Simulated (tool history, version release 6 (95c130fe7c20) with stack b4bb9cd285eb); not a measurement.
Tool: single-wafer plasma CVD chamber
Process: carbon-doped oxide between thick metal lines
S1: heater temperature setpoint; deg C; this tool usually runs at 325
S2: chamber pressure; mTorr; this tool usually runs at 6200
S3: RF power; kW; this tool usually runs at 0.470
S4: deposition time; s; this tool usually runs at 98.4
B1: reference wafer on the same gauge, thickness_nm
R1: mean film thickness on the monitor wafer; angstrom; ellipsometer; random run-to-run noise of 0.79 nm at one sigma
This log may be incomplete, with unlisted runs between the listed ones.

run,hour,S1,S2,S3,S4,B1,R1
1,0.0,325,6200,0.470,98.4,487.018,4948.79
# hour 19.6: RF generator calibrated
2,20.1,325,6200,0.470,98.4,486.915,5242.45
# hour 37.8: showerhead replaced
3,38.3,325,6200,0.520,98.4,487.055,5576.97
4,47.8,325,6200,0.520,98.4,487.103,5576.63
5,54.6,325,6200,0.470,98.4,486.989,5247.13
6,60.9,325,6200,0.470,98.4,487.177,5239.36
7,70.2,325,6200,0.470,98.4,487.244,5255.56
# hour 83.1: gauge calibrated
8,85.5,312,6200,0.470,91.6,487.042,5104.97
9,93.6,325,7700,0.520,90.1,486.974,5196.87
10,105.1,325,6660,0.445,81.4,487.046,4233.64
11,121.4,321,5160,0.445,83.7,487.105,4262.94
12,134.5,325,6200,0.470,98.4,486.805,5257.75
13,152.1,325,6200,0.470,98.4,487.060,5269.37
# hour 170.8: capacitance manometer re-zeroed and calibrated
14,171.3,321,5160,0.445,83.7,487.024,4258.87
15,182.3,325,6200,0.470,98.4,486.976,5245.79
16,199.8,325,6200,0.470,105.3,486.834,5612.82
# hour 219.6: thermocouple changed; heater temperature recalibrated
17,220.1,325,5610,0.410,83.7,487.072,4024.79
18,222.6,339,6200,0.470,109.0,486.811,5577.84
19,230.5,330,6200,0.415,98.4,486.897,4755.29
20,244.5,325,6200,0.470,98.4,486.862,5245.80
21,291.1,317,6200,0.470,116.0,487.016,6361.52
22,299.0,325,7200,0.470,98.4,486.863,5327.17
23,315.5,325,6200,0.420,98.4,486.740,4852.36
24,333.0,336,4700,0.470,91.2,486.987,4534.02
25,340.2,319,6850,0.405,106.0,486.937,5238.99
26,347.7,325,6200,0.470,98.4,486.902,5228.44
27,358.0,325,6200,0.470,98.4,486.978,5235.84
28,373.4,325,6200,0.540,107.8,486.739,6254.68

Branching from run 28: 5 alternative next runs. What would each branch give?
A,373.8,325,6200,0.470,98.4,?,?
B,373.8,325,6200,0.515,98.4,?,?
C,373.8,325,6200,0.525,98.4,?,?
D,373.8,325,6200,0.380,98.4,?,?
E,373.8,325,6200,0.470,116.6,?,?

run,B1,R1
A,487.221,5240.68
B,487.221,5539.78
C,487.221,5603.76
D,487.221,4520.55
E,487.221,6204.69
Without the tool's unlogged condition, the same runs would have read:
run,R1
A,5280.84
B,5581.31
C,5645.78
D,4562.55
E,6252.23

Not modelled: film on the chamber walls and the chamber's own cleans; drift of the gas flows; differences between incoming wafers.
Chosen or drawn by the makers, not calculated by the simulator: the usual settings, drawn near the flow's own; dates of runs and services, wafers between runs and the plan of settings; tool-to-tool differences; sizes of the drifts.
